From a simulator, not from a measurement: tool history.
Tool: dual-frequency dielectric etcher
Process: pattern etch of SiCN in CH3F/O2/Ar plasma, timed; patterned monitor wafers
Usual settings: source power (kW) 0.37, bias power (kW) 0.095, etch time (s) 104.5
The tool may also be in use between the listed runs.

run   hour  source power (kW)  bias power (kW)  etch time (s)  read-back reference wafer on the same gauge, depth_nm  mean etch depth across the wafer (Å)
  1      0               0.37            0.095          104.5                                                  42.15                                 404.6
      24.9  -- wet clean of the chamber
  2   25.4               0.31            0.095          104.5                                                  42.11                                 380.2
  3   25.7               0.31            0.095          104.5                                                  42.11                                 378.6
  4   31.2               0.37            0.095          104.5                                                  42.04                                 395.2
  5   38.3               0.37            0.095          104.5                                                   42.1                                 395.9
  6   52.8               0.37            0.082          104.5                                                  42.04                                 367.9
  7   64.9               0.37            0.095          104.5                                                   42.2                                 394.4
  8   79.1               0.37            0.095          104.5                                                  42.17                                 394.1
  9   90.4               0.37            0.095          104.5                                                  42.05                                 394.7
 10  100.6               0.37            0.095          104.5                                                  42.12                                   394
 11    108               0.37            0.095          104.5                                                  42.07                                 392.3
     118.9  -- source power generator calibrated
     121.7  -- bias power generator calibrated
     126.1  -- gauge calibrated
     135.7  -- upper electrode replaced
     142.1  -- wet clean of the chamber, repeated, since the last time left the tool worse
 12  142.6               0.37            0.095           82.5                                                  42.09                                 332.7
 13    143                0.3            0.095          104.5                                                  42.06                                 402.8
 14  150.5               0.42            0.081          121.5                                                  42.13                                 471.8
 15  163.5               0.37            0.095          104.5                                                  42.08                                 420.8
 16  171.1               0.37            0.095          104.5                                                  42.15                                 420.1
 17  182.4               0.37            0.102          104.5                                                  42.07                                 435.5
 18  192.5               0.31            0.084             86                                                  42.13                                 313.2
 19  199.6                0.4            0.095          135.5                                                  42.06                                 556.2
 20  207.3               0.37            0.095          104.5                                                  42.08                                 420.6
 21  224.5               0.37            0.102            113                                                  42.14                                 469.8
 22  237.7               0.37            0.095            132                                                  42.12                                 530.8
 23    255               0.37            0.095          104.5                                                  42.05                                 421.3
 24    269               0.37            0.095          104.5                                                  42.18                                 420.3
 25  277.7               0.37             0.11          104.5                                                  42.09                                 448.1
 26  287.5               0.37            0.095          104.5                                                  42.14                                 417.8
 27  302.1               0.37            0.095          104.5                                                  42.11                                   418
 28  311.5               0.46            0.095          104.5                                                   42.1                                   440
 29  321.3               0.42            0.095          104.5                                                  42.16                                 430.9
 30  335.3               0.44            0.095          134.5                                                  42.11                                 561.9

4 ways to go on from here, each from the tool as it stands after run 30. What would each give?
  A  335.7               0.37            0.095          104.5                                                      ?                                     ?
  B  335.7               0.45            0.095          104.5                                                      ?                                     ?
  C  335.7               0.42            0.075           81.5                                                      ?                                     ?
  D  335.7               0.37            0.078            113                                                      ?                                     ?

run  read-back reference wafer on the same gauge, depth_nm  mean etch depth across the wafer (Å)
  A                                                   42.1                                 415.6
  B                                                   42.1                                 436.4
  C                                                   42.1                                 300.2
  D                                                   42.1                                 410.6
Without the tool's hidden state the same runs would have given:
run  mean etch depth across the wafer (Å)
  A                                 419.6
  B                                 440.5
  C                                   303
  D                                 414.4
